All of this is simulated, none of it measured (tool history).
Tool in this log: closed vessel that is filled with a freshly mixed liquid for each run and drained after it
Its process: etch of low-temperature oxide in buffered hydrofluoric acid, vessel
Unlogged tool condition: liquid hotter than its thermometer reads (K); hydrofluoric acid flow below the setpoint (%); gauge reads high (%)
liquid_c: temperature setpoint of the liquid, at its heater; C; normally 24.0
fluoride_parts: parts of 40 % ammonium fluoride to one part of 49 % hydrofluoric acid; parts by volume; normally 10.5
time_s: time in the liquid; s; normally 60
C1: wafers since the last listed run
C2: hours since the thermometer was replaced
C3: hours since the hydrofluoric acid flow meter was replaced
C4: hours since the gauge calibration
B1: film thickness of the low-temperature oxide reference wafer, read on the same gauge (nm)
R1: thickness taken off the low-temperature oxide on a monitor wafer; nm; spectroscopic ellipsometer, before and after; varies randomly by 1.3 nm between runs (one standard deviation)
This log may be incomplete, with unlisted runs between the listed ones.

{"run": 1, "day": 0.0, "liquid_c": 27.5, "fluoride_parts": 8.0, "time_s": 60, "C1": 0, "C2": 2838.6, "C3": 947.3, "C4": 279.5, "B1": 60.0, "R1": 216.94}
{"run": 2, "day": 0.642, "liquid_c": 27.5, "fluoride_parts": 8.0, "time_s": 60, "C1": 1860, "C2": 2854.0, "C3": 962.7, "C4": 294.9, "B1": 60.01, "R1": 215.35}
{"run": 3, "day": 1.012, "liquid_c": 24.0, "fluoride_parts": 10.5, "time_s": 60, "C1": 1075, "C2": 2862.9, "C3": 971.6, "C4": 303.8, "B1": 60.03, "R1": 140.23}
{"run": 4, "day": 1.45, "liquid_c": 24.0, "fluoride_parts": 10.5, "time_s": 60, "C1": 1268, "C2": 2873.4, "C3": 982.1, "C4": 314.3, "B1": 59.99, "R1": 139.31}
{"run": 5, "day": 1.971, "liquid_c": 26.0, "fluoride_parts": 9.0, "time_s": 60, "C1": 1510, "C2": 2885.9, "C3": 994.6, "C4": 326.8, "B1": 59.99, "R1": 172.19}
{"run": 6, "day": 2.508, "liquid_c": 24.0, "fluoride_parts": 10.5, "time_s": 60, "C1": 1558, "C2": 2898.8, "C3": 1007.5, "C4": 339.7, "B1": 60.0, "R1": 140.05}
{"run": 7, "day": 2.788, "liquid_c": 24.0, "fluoride_parts": 8.5, "time_s": 40, "C1": 809, "C2": 2905.5, "C3": 1014.2, "C4": 346.4, "B1": 60.02, "R1": 109.91}
{"run": 8, "day": 3.262, "liquid_c": 24.0, "fluoride_parts": 8.5, "time_s": 40, "C1": 1377, "C2": 2916.9, "C3": 1025.6, "C4": 357.8, "B1": 60.0, "R1": 108.72}
{"run": 9, "day": 3.796, "liquid_c": 24.0, "fluoride_parts": 10.5, "time_s": 60, "C1": 1546, "C2": 2929.7, "C3": 1038.4, "C4": 370.6, "B1": 60.01, "R1": 140.9}
{"run": 10, "day": 4.442, "liquid_c": 27.0, "fluoride_parts": 13.0, "time_s": 40, "C1": 1873, "C2": 2945.2, "C3": 1053.9, "C4": 386.1, "B1": 59.99, "R1": 88.73}
{"run": 11, "day": 5.025, "liquid_c": 21.0, "fluoride_parts": 10.5, "time_s": 30, "C1": 1691, "C2": 2959.2, "C3": 1067.9, "C4": 400.1, "B1": 60.0, "R1": 59.08}
{"run": 12, "day": 5.492, "liquid_c": 24.0, "fluoride_parts": 10.5, "time_s": 60, "C1": 1353, "C2": 2970.4, "C3": 1079.1, "C4": 411.3, "B1": 60.0, "R1": 142.68}
{"run": 13, "day": 6.642, "liquid_c": 27.5, "fluoride_parts": 10.5, "time_s": 90, "C1": 3335, "C2": 2998.0, "C3": 1106.7, "C4": 438.9, "B1": 60.0, "R1": 251.28}
{"run": 14, "day": 6.95, "liquid_c": 19.0, "fluoride_parts": 12.0, "time_s": 60, "C1": 894, "C2": 3005.4, "C3": 1114.1, "C4": 446.3, "B1": 60.0, "R1": 91.58}
{"run": 15, "day": 7.592, "liquid_c": 26.5, "fluoride_parts": 13.0, "time_s": 30, "C1": 1860, "C2": 3020.8, "C3": 1129.5, "C4": 461.7, "B1": 60.0, "R1": 64.83}
{"day": 7.717, "done": "thermometer replaced"}
{"run": 16, "day": 8.333, "liquid_c": 24.0, "fluoride_parts": 10.5, "time_s": 60, "C1": 2030, "C2": 14.8, "C3": 1147.3, "C4": 479.5, "B1": 60.0, "R1": 137.08}
{"day": 8.754, "done": "gauge calibrated"}
{"run": 17, "day": 8.862, "liquid_c": 19.5, "fluoride_parts": 13.5, "time_s": 45, "C1": 1534, "C2": 27.5, "C3": 1160.0, "C4": 2.6, "B1": 59.99, "R1": 62.9}
{"day": 9.146, "done": "hydrofluoric acid flow meter replaced"}
{"run": 18, "day": 9.171, "liquid_c": 24.0, "fluoride_parts": 10.5, "time_s": 30, "C1": 773, "C2": 34.9, "C3": 0.6, "C4": 10.0, "B1": 60.03, "R1": 69.63}
{"run": 19, "day": 9.604, "liquid_c": 26.5, "fluoride_parts": 13.0, "time_s": 70, "C1": 1256, "C2": 45.3, "C3": 11.0, "C4": 20.4, "B1": 60.01, "R1": 151.06}
{"run": 20, "day": 9.996, "liquid_c": 24.0, "fluoride_parts": 10.5, "time_s": 60, "C1": 1135, "C2": 54.7, "C3": 20.4, "C4": 29.8, "B1": 59.97, "R1": 140.26}
{"run": 21, "day": 10.717, "liquid_c": 26.5, "fluoride_parts": 13.0, "time_s": 70, "C1": 2090, "C2": 72.0, "C3": 37.7, "C4": 47.1, "B1": 60.02, "R1": 152.82}

Predict the results of run 22:
{"run": 22, "day": 11.279, "liquid_c": 24.0, "fluoride_parts": 7.5, "time_s": 75, "C1": 1631, "C2": 85.5, "C3": 51.2, "C4": 60.6, "B1": "?", "R1": "?"}

Logged for run 22: B1 59.98, R1 237.41 nm.
Take away the tool's hidden state, keep the run-to-run variation as it was, and the same run would have given R1 237.41 nm.

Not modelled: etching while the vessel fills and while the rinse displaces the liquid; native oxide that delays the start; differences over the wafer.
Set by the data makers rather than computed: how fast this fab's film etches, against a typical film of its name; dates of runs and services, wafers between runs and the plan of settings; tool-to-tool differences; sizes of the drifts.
